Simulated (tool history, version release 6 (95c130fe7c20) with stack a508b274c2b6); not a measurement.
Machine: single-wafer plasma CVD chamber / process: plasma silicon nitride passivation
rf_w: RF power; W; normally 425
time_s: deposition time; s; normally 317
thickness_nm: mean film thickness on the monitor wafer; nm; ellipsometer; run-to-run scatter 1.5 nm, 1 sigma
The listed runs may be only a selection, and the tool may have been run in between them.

| run | day | rf_w | time_s | read-back reference wafer on the same gauge, thickness_nm | thickness_nm |
|---|---|---|---|---|---|
| 1 | 0 | 425 | 317 | 421.97 | 447.781 |
| 2 | 2.071 | 425 | 317 | 422.501 | 447.251 |
| 3 | 4.075 | 425 | 317 | 422.455 | 444.567 |
|  | 4.296 | gauge calibrated |
| 4 | 5.6 | 370 | 317 | 421.622 | 428.315 |
| 5 | 8.562 | 490 | 317 | 422.652 | 462.088 |
| 6 | 10.879 | 465 | 353 | 421.728 | 505.451 |
| 7 | 12.45 | 465 | 353 | 421.744 | 508.103 |
| 8 | 14.279 | 465 | 353 | 421.846 | 506.496 |
|  | 15.717 | RF generator calibrated |
| 9 | 15.738 | 425 | 270 | 421.884 | 388.005 |
|  | 16.875 | showerhead replaced |
| 10 | 16.896 | 425 | 270 | 421.744 | 386.554 |
| 11 | 18.342 | 425 | 317 | 421.784 | 454.337 |
| 12 | 21.108 | 425 | 317 | 422.165 | 453.613 |
| 13 | 22.142 | 425 | 317 | 422.038 | 451.742 |
| 14 | 23.567 | 365 | 298 | 421.626 | 404.984 |
| 15 | 24.571 | 355 | 317 | 422.271 | 430.215 |
| 16 | 25.917 | 425 | 338 | 422.158 | 481.857 |
| 17 | 28.133 | 470 | 343 | 421.978 | 502.586 |
| 18 | 30.858 | 425 | 317 | 422.527 | 451.082 |
| 19 | 33.121 | 395 | 288 | 422.259 | 401.037 |
| 20 | 34.675 | 425 | 317 | 421.935 | 446.166 |
|  | 35.867 | gauge calibrated |
| 21 | 35.917 | 425 | 317 | 422.123 | 446.705 |
| 22 | 37.075 | 425 | 317 | 422.654 | 446.87 |
| 23 | 39.267 | 425 | 317 | 421.939 | 447.034 |
| 24 | 41.912 | 365 | 344 | 421.933 | 466.792 |
| 25 | 43.154 | 455 | 317 | 421.725 | 456.059 |
| 26 | 44.354 | 460 | 337 | 422.081 | 485.701 |
| 27 | 45.558 | 495 | 317 | 421.849 | 465.305 |
| 28 | 47.179 | 425 | 301 | 421.959 | 422.79 |
| 29 | 49.346 | 495 | 368 | 421.715 | 539.112 |

Predict each of these 3 candidate next runs independently; none follows another, all start after run 29:
| A | 49.367 | 425 | 317 | ? | ? |
| B | 49.367 | 485 | 290 | ? | ? |
| C | 49.367 | 475 | 335 | ? | ? |

| run | read-back reference wafer on the same gauge, thickness_nm | thickness_nm |
|---|---|---|
| A | 421.781 | 447.572 |
| B | 421.781 | 423.869 |
| C | 421.781 | 486.957 |
Without the tool's unlogged condition, the same runs would have read:
| run | thickness_nm |
|---|---|
| A | 457.5 |
| B | 433.27 |
| C | 497.758 |

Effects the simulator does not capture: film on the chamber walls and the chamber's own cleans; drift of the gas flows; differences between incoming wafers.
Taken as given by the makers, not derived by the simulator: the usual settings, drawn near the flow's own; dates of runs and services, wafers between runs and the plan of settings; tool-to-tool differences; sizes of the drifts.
